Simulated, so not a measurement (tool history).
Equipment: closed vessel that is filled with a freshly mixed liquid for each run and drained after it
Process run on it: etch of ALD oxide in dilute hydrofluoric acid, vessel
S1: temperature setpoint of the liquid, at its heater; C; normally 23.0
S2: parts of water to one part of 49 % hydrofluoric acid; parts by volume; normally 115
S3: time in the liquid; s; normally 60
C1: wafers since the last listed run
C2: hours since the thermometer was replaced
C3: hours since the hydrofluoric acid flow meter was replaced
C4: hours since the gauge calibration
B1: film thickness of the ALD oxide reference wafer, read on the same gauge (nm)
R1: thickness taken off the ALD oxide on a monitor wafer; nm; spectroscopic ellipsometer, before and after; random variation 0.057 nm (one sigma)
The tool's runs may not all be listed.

run    hour    S1   S2  S3     C1     C2      C3      C4     B1     R1
  1     0.0  22.0  115  40      0  516.6   779.1   648.2  30.02   7.16
  2   107.4  23.0  115  60  13186  624.0   886.5   755.6  30.01  11.30
  3   145.6  23.0  115  60   4690  662.2   924.7   793.8  29.97  11.25
  4   230.0  23.0  115  60  10362  746.6  1009.1   878.2  29.98  11.36
  5   298.9  23.0  115  60   8459  815.5  1078.0   947.1  29.96  11.34
      300.3  -- hydrofluoric acid flow meter replaced
  6   401.6  23.0  115  60  12486  918.2   101.3  1049.8  30.00  11.47
      428.0  -- thermometer replaced
  7   444.0  23.0  115  60   5083   16.0   143.7  1092.2  30.02  10.88
  8   480.2  23.0  115  60   4444   52.2   179.9  1128.4  30.00  11.05
  9   579.9  23.0  115  60  12241  151.9   279.6  1228.1  30.01  11.06
 10   636.9  23.0  115  60   6998  208.9   336.6  1285.1  30.02  11.03
 11   741.7  23.0  115  60  12867  313.7   441.4  1389.9  30.02  11.21
 12   780.8  23.0  115  60   4800  352.8   480.5  1429.0  30.03  11.14
 13   828.9  23.0  115  60   5905  400.9   528.6  1477.1  29.98  11.14
      904.6  -- gauge calibrated
 14   936.1  23.0  115  60  13162  508.1   635.8    31.5  30.03  11.27
 15  1039.0  23.0  145  60  12634  611.0   738.7   134.4  30.01   8.59
 16  1093.4  18.5   70  35   6679  665.4   793.1   188.8  29.99   9.55
 17  1161.4  23.0   75  70   8349  733.4   861.1   256.8  29.99  21.49
 18  1258.4  23.0  115  60  11909  830.4   958.1   353.8  30.01  11.43
 19  1325.3  20.5  115  60   8214  897.3  1025.0   420.7  30.02  10.47
 20  1396.3  26.0   60  60   8717  968.3  1096.0   491.7  29.97  26.57
     1418.4  -- hydrofluoric acid flow meter replaced
     1457.7  -- thermometer replaced
 21  1464.6  25.0   80  60   8140    6.9    46.2   560.0  29.99  17.88
 22  1507.1  23.0  115  95   5218   49.4    88.7   602.5  30.01  17.47
 23  1566.4  24.5  115  90   7280  108.7   148.0   661.8  30.02  17.57
 24  1661.0  20.5  170  60  11615  203.3   242.6   756.4  30.02   6.36
 25  1710.3  20.0  115  60   6053  252.6   291.9   805.7  29.98   9.82
 26  1787.3  27.0  150  85   9454  329.6   368.9   882.7  30.00  13.59
 27  1826.3  23.0  115  60   4788  368.6   407.9   921.7  30.01  11.25
 28  1918.1  21.5  170  45  11271  460.4   499.7  1013.5  29.99   5.08
 29  1967.0  23.0  115  60   6004  509.3   548.6  1062.4  29.99  11.20
 30  2139.4  20.5  165  85  21167  681.7   721.0  1234.8  30.01   9.71
 31  2185.3  23.0  115  75   5635  727.6   766.9  1280.7  30.00  14.14
 32  2252.9  21.5  150  95   8300  795.2   834.5  1348.3  30.00  12.54
     2256.1  -- gauge calibrated
 33  2326.9  23.0  115  60   9085  869.2   908.5    70.8  30.00  11.53

Below are 5 alternative next runs, each starting from the tool's condition after run 33. Predict each:
  A  2327.6  23.0  115  60  85  869.9  909.2  71.5   ?   ?
  B  2327.6  19.0   80  60  85  869.9  909.2  71.5   ?   ?
  C  2327.6  23.0   90  80  85  869.9  909.2  71.5   ?   ?
  D  2327.6  23.0  155  60  85  869.9  909.2  71.5   ?   ?
  E  2327.6  21.0  115  35  85  869.9  909.2  71.5   ?   ?

run     B1     R1
  A  30.00  11.52
  B  30.00  14.69
  C  30.00  20.24
  D  30.00   8.16
  E  30.00   6.21
Without the tool's unlogged condition, the same runs would have read:
run     R1
  A  10.97
  B  13.94
  C  19.25
  D   7.78
  E   5.91
